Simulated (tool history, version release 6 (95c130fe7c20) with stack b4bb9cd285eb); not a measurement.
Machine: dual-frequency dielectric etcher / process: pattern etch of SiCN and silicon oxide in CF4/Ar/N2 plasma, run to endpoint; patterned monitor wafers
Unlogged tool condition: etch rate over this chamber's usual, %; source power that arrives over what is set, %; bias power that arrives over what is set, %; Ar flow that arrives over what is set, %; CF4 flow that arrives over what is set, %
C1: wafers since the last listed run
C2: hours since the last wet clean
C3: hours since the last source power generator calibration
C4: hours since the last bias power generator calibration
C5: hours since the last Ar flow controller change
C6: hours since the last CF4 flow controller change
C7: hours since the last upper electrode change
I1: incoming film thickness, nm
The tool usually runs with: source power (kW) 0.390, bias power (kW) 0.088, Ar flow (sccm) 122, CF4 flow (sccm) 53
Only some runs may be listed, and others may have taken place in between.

Run 1, hour 0.0: usual settings but Ar flow (sccm) 102, CF4 flow (sccm) 47; C1 0; C2 298.9; C3 4319.3; C4 4076.6; C5 1462.4; C6 3736.8; C7 2312.6; I1 14.59. Result: endpoint time (s) 17.6.
Run 2, hour 33.6: usual settings but bias power (kW) 0.080; C1 587; C2 332.5; C3 4352.9; C4 4110.2; C5 1496.0; C6 3770.4; C7 2346.2; I1 14.54. Result: endpoint time (s) 18.3.
Run 3, hour 99.0: usual settings but bias power (kW) 0.080; C1 1144; C2 397.9; C3 4418.3; C4 4175.6; C5 1561.4; C6 3835.8; C7 2411.6; I1 14.64. Result: endpoint time (s) 18.5.
Run 4, hour 124.1: usual settings; C1 439; C2 423.0; C3 4443.4; C4 4200.7; C5 1586.5; C6 3860.9; C7 2436.7; I1 14.69. Result: endpoint time (s) 17.8.
Run 5, hour 140.5: usual settings; C1 286; C2 439.4; C3 4459.8; C4 4217.1; C5 1602.9; C6 3877.3; C7 2453.1; I1 14.43. Result: endpoint time (s) 17.4.
At hour 150.2: Ar flow controller replaced.
At hour 170.1: wet clean of the chamber.
Run 6, hour 173.8: usual settings; C1 129; C2 3.7; C3 4493.1; C4 4250.4; C5 23.6; C6 3910.6; C7 2486.4; I1 14.58. Result: endpoint time (s) 18.5.
Run 7, hour 187.3: usual settings but bias power (kW) 0.072; C1 236; C2 17.2; C3 4506.6; C4 4263.9; C5 37.1; C6 3924.1; C7 2499.9; I1 14.61. Result: endpoint time (s) 19.8.
Run 8, hour 219.7: usual settings but bias power (kW) 0.072; C1 566; C2 49.6; C3 4539.0; C4 4296.3; C5 69.5; C6 3956.5; C7 2532.3; I1 14.52. Result: endpoint time (s) 19.4.
At hour 239.4: CF4 flow controller replaced.
Run 9, hour 239.9: usual settings but bias power (kW) 0.072; C1 248; C2 69.8; C3 4559.2; C4 4316.5; C5 89.7; C6 0.5; C7 2552.5; I1 14.50. Result: endpoint time (s) 19.6.
Run 10, hour 259.7: usual settings but source power (kW) 0.360, CF4 flow (sccm) 41; C1 346; C2 89.6; C3 4579.0; C4 4336.3; C5 109.5; C6 20.3; C7 2572.3; I1 14.46. Result: endpoint time (s) 20.6.
Run 11, hour 272.1: usual settings but bias power (kW) 0.080; C1 216; C2 102.0; C3 4591.4; C4 4348.7; C5 121.9; C6 32.7; C7 2584.7; I1 14.56. Result: endpoint time (s) 18.8.
Run 12, hour 307.7: usual settings but source power (kW) 0.430, bias power (kW) 0.082; C1 622; C2 137.6; C3 4627.0; C4 4384.3; C5 157.5; C6 68.3; C7 2620.3; I1 14.71. Result: endpoint time (s) 17.8.
At hour 335.0: upper electrode replaced.
Run 13, hour 335.5: usual settings but source power (kW) 0.310, Ar flow (sccm) 138; C1 66; C2 165.4; C3 4654.8; C4 4412.1; C5 185.3; C6 96.1; C7 0.5; I1 14.56. Result: endpoint time (s) 22.2.
Run 14, hour 350.4: usual settings but bias power (kW) 0.070, Ar flow (sccm) 143, CF4 flow (sccm) 44; C1 260; C2 180.3; C3 4669.7; C4 4427.0; C5 200.2; C6 111.0; C7 15.4; I1 14.63. Result: endpoint time (s) 20.9.
Run 15, hour 369.2: usual settings but bias power (kW) 0.099, CF4 flow (sccm) 47; C1 328; C2 199.1; C3 4688.5; C4 4445.8; C5 219.0; C6 129.8; C7 34.2; I1 14.74. Result: endpoint time (s) 18.1.
At hour 396.6: source power generator calibrated.
At hour 400.6: bias power generator calibrated.
Run 16, hour 403.4: usual settings but Ar flow (sccm) 113, CF4 flow (sccm) 65; C1 458; C2 233.3; C3 6.8; C4 2.8; C5 253.2; C6 164.0; C7 68.4; I1 14.54. Result: endpoint time (s) 17.1.
Run 17, hour 419.0: usual settings; C1 272; C2 248.9; C3 22.4; C4 18.4; C5 268.8; C6 179.6; C7 84.0; I1 14.51. Result: endpoint time (s) 18.2.
Run 18, hour 448.7: usual settings but source power (kW) 0.360; C1 519; C2 278.6; C3 52.1; C4 48.1; C5 298.5; C6 209.3; C7 113.7; I1 14.62. Result: endpoint time (s) 19.3.
Run 19, hour 475.6: usual settings; C1 470; C2 305.5; C3 79.0; C4 75.0; C5 325.4; C6 236.2; C7 140.6; I1 14.58. Result: endpoint time (s) 18.1.
Run 20, hour 498.0: usual settings but source power (kW) 0.330, Ar flow (sccm) 102, CF4 flow (sccm) 49; C1 391; C2 327.9; C3 101.4; C4 97.4; C5 347.8; C6 258.6; C7 163.0; I1 14.70. Result: endpoint time (s) 20.2.
Run 21, hour 523.9: usual settings but source power (kW) 0.340, bias power (kW) 0.095; C1 453; C2 353.8; C3 127.3; C4 123.3; C5 373.7; C6 284.5; C7 188.9; I1 14.63. Result: endpoint time (s) 19.4.
Run 22, hour 538.6: usual settings but source power (kW) 0.360, CF4 flow (sccm) 41; C1 257; C2 368.5; C3 142.0; C4 138.0; C5 388.4; C6 299.2; C7 203.6; I1 14.54. Result: endpoint time (s) 20.0.
Run 23, hour 573.4: usual settings; C1 608; C2 403.3; C3 176.8; C4 172.8; C5 423.2; C6 334.0; C7 238.4; I1 14.45. Result: endpoint time (s) 17.6.

What differs in the tool's unlogged condition from the final listed run ahead of each entry between runs to the first listed run following it?
From run 5 to run 6: Ar flow controller replaced (hour 150.2); wet clean of the chamber (hour 170.1)
  etch rate over this chamber's usual, %: 4.51 -> -0.509
  measured less the result without the state, endpoint time (s): -0.8 -> +0.1
From run 8 to run 9: CF4 flow controller replaced (hour 239.4)
  etch rate over this chamber's usual, %: -0.0478 -> 0.155
  measured less the result without the state, endpoint time (s): +0.0 -> +0.0
From run 12 to run 13: upper electrode replaced (hour 335.0)
  etch rate over this chamber's usual, %: 0.836 -> 1.12
  measured less the result without the state, endpoint time (s): -0.2 -> -0.3
From run 15 to run 16: source power generator calibrated (hour 396.6); bias power generator calibrated (hour 400.6)
  etch rate over this chamber's usual, %: 1.45 -> 1.8
  measured less the result without the state, endpoint time (s): -0.3 -> -0.3
